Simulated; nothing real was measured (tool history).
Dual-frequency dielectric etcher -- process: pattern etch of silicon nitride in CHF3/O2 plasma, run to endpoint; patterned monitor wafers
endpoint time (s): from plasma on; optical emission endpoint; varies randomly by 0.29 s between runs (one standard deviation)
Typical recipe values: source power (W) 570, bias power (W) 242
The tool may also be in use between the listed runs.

run,hour,source power (W),bias power (W),wafers since the last listed run,hours since the last wet clean,hours since the last source power generator calibration,hours since the last bias power generator calibration,hours since the last upper electrode change,"incoming incoming film thickness, nm",endpoint time (s)
1,0,570,242,0,538.1,1677.8,2335.7,1510.6,92.6,56.9
2,59.4,570,279,513,597.5,1737.2,2395.1,1570,93.8,55.4
3,106.5,570,216,407,644.6,1784.3,2442.2,1617.1,92.5,59.3
4,204.8,570,242,849,742.9,1882.6,2540.5,1715.4,92.1,56.6
# hour 236.3: wet clean of the chamber
5,269.9,570,242,355,33.6,1947.7,2605.6,1780.5,92.5,57.2
6,349.3,570,242,686,113,2027.1,2685,1859.9,92.7,57.7
7,578.3,570,242,1978,342,2256.1,2914,2088.9,92.8,57.9
8,621.7,570,242,375,385.4,2299.5,2957.4,2132.3,93.6,58.2
# hour 667.5: bias power generator calibrated
9,686.4,570,217,524,450.1,2364.2,18.9,2197,92.9,59.9
10,866.3,570,242,1554,630,2544.1,198.8,2376.9,93.2,57.5
11,935.9,570,259,601,699.6,2613.7,268.4,2446.5,92.4,56.3
# hour 1043.7: upper electrode replaced
# hour 1094.5: wet clean of the chamber
12,1118.7,490,194,1164,24.2,2796.5,451.2,75,93.5,65.8
13,1214.6,570,242,828,120.1,2892.4,547.1,170.9,93.1,57.9
14,1254.1,470,242,341,159.6,2931.9,586.6,210.4,92.2,60.9
15,1294.6,570,242,349,200.1,2972.4,627.1,250.9,93.2,58
# hour 1366.8: source power generator calibrated
16,1528.6,490,242,1987,434.1,161.8,861.1,484.9,93.2,61
17,1582.2,570,242,463,487.7,215.4,914.7,538.5,92.9,57.4
18,1668.6,570,281,746,574.1,301.8,1001.1,624.9,92.1,54.4
19,1736.3,570,242,585,641.8,369.5,1068.8,692.6,92.9,57.3
20,1834.7,520,276,850,740.2,467.9,1167.2,791,92.9,57.3
# hour 1867.6: wet clean of the chamber
21,1928.4,570,242,602,60.8,561.6,1260.9,884.7,93,57.5
22,2030.5,460,207,882,162.9,663.7,1363,986.8,92.4,65.3
23,2095,700,222,557,227.4,728.2,1427.5,1051.3,93.1,54.6
24,2174.4,450,262,686,306.8,807.6,1506.9,1130.7,92.8,60.9
25,2274.5,570,242,865,406.9,907.7,1607,1230.8,93.8,58.2
26,2357.5,680,202,717,489.9,990.7,1690,1313.8,94,57.9
27,2406.8,670,278,426,539.2,1040,1739.3,1363.1,91.6,51
28,2505.2,570,242,850,637.6,1138.4,1837.7,1461.5,93.3,57.6
29,2589.8,570,242,731,722.2,1223,1922.3,1546.1,93.3,57.7
30,2695.7,570,242,915,828.1,1328.9,2028.2,1652,93,57.4
31,2739.6,440,226,379,872,1372.8,2072.1,1695.9,92.3,64.5
# hour 2771.1: wet clean of the chamber
32,2868.5,630,242,906,97.4,1501.7,2201,1824.8,92.8,55.5
33,2940.7,570,263,623,169.6,1573.9,2273.2,1897,93.1,55.8
34,3008.9,570,242,589,237.8,1642.1,2341.4,1965.2,93.7,58.2
35,3055.6,680,278,403,284.5,1688.8,2388.1,2011.9,93.6,51.5
36,3151.5,570,223,828,380.4,1784.7,2484,2107.8,93.9,59.5

Predict each of these 3 candidate next runs independently; none follows another, all start after run 36:
A,3151.9,570,242,3,380.8,1785.1,2484.4,2108.2,92.7,?
B,3151.9,500,194,3,380.8,1785.1,2484.4,2108.2,92.7,?
C,3151.9,570,219,3,380.8,1785.1,2484.4,2108.2,92.7,?

run,endpoint time (s)
A,57.5
B,64.8
C,59.3
With the hidden condition removed and each run's random variation left untouched, the same runs would have given:
run,endpoint time (s)
A,57.5
B,64.8
C,59.3
